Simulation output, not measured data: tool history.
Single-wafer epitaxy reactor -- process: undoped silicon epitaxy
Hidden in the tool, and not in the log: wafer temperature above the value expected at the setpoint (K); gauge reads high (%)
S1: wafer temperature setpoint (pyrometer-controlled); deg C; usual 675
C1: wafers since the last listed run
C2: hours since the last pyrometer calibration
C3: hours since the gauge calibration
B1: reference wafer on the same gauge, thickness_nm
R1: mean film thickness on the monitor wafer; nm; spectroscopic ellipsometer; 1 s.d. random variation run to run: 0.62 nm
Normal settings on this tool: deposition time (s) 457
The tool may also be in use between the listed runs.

Run 1, hour 0.0: usual settings; C1 0; C2 79.4; C3 1025.0; B1 123.160. Result: R1 137.067 nm.
Run 2, hour 52.8: usual settings; C1 197; C2 132.2; C3 1077.8; B1 122.909. Result: R1 136.607 nm.
Run 3, hour 143.3: usual settings; C1 339; C2 222.7; C3 1168.3; B1 122.867. Result: R1 135.531 nm.
Run 4, hour 181.4: usual settings; C1 142; C2 260.8; C3 1206.4; B1 122.449. Result: R1 136.413 nm.
Run 5, hour 251.5: usual settings; C1 262; C2 330.9; C3 1276.5; B1 122.333. Result: R1 134.824 nm.
Run 6, hour 356.4: usual settings; C1 393; C2 435.8; C3 1381.4; B1 121.783. Result: R1 134.951 nm.
At hour 438.8: gauge calibrated.
Run 7, hour 451.4: usual settings; C1 356; C2 530.8; C3 12.6; B1 126.402. Result: R1 139.465 nm.
Run 8, hour 533.3: usual settings; C1 306; C2 612.7; C3 94.5; B1 125.795. Result: R1 138.690 nm.
Run 9, hour 622.0: usual settings but S1 662 deg C, deposition time (s) 526; C1 332; C2 701.4; C3 183.2; B1 125.631. Result: R1 125.933 nm.
Run 10, hour 697.5: usual settings; C1 282; C2 776.9; C3 258.7; B1 125.376. Result: R1 138.895 nm.
Run 11, hour 765.8: usual settings; C1 255; C2 845.2; C3 327.0; B1 124.971. Result: R1 138.239 nm.
Run 12, hour 841.1: usual settings but S1 665 deg C, deposition time (s) 495; C1 282; C2 920.5; C3 402.3; B1 124.994. Result: R1 125.220 nm.
At hour 864.5: pyrometer calibrated.
Run 13, hour 924.1: usual settings but S1 686 deg C, deposition time (s) 367; C1 281; C2 59.6; C3 485.3; B1 124.545. Result: R1 135.237 nm.
Run 14, hour 1025.5: usual settings but S1 671 deg C; C1 380; C2 161.0; C3 586.7; B1 124.259. Result: R1 127.155 nm.
Run 15, hour 1091.2: usual settings but deposition time (s) 539; C1 246; C2 226.7; C3 652.4; B1 123.931. Result: R1 162.761 nm.
Run 16, hour 1153.0: usual settings but deposition time (s) 486; C1 231; C2 288.5; C3 714.2; B1 124.014. Result: R1 145.284 nm.
Run 17, hour 1243.1: usual settings but S1 663 deg C, deposition time (s) 490; C1 337; C2 378.6; C3 804.3; B1 123.497. Result: R1 118.378 nm.

Forecast each of these 5 alternatives for the next run:
Run A, hour 1243.6: usual settings but S1 682 deg C; C1 1; C2 379.1; C3 804.8; B1 ?. Result: R1 ?.
Run B, hour 1243.6: usual settings but S1 681 deg C, deposition time (s) 411; C1 1; C2 379.1; C3 804.8; B1 ?. Result: R1 ?.
Run C, hour 1243.6: usual settings but S1 680 deg C, deposition time (s) 531; C1 1; C2 379.1; C3 804.8; B1 ?. Result: R1 ?.
Run D, hour 1243.6: usual settings but S1 680 deg C, deposition time (s) 528; C1 1; C2 379.1; C3 804.8; B1 ?. Result: R1 ?.
Run E, hour 1243.6: usual settings but S1 690 deg C; C1 1; C2 379.1; C3 804.8; B1 ?. Result: R1 ?.

run       B1       R1
  A  123.518  155.797
  B  123.518  137.619
  C  123.518  174.627
  D  123.518  173.640
  E  123.518  179.679
Without the tool's unlogged condition, the same runs would have read:
run       R1
  A  160.240
  B  141.544
  C  179.606
  D  178.592
  E  184.803

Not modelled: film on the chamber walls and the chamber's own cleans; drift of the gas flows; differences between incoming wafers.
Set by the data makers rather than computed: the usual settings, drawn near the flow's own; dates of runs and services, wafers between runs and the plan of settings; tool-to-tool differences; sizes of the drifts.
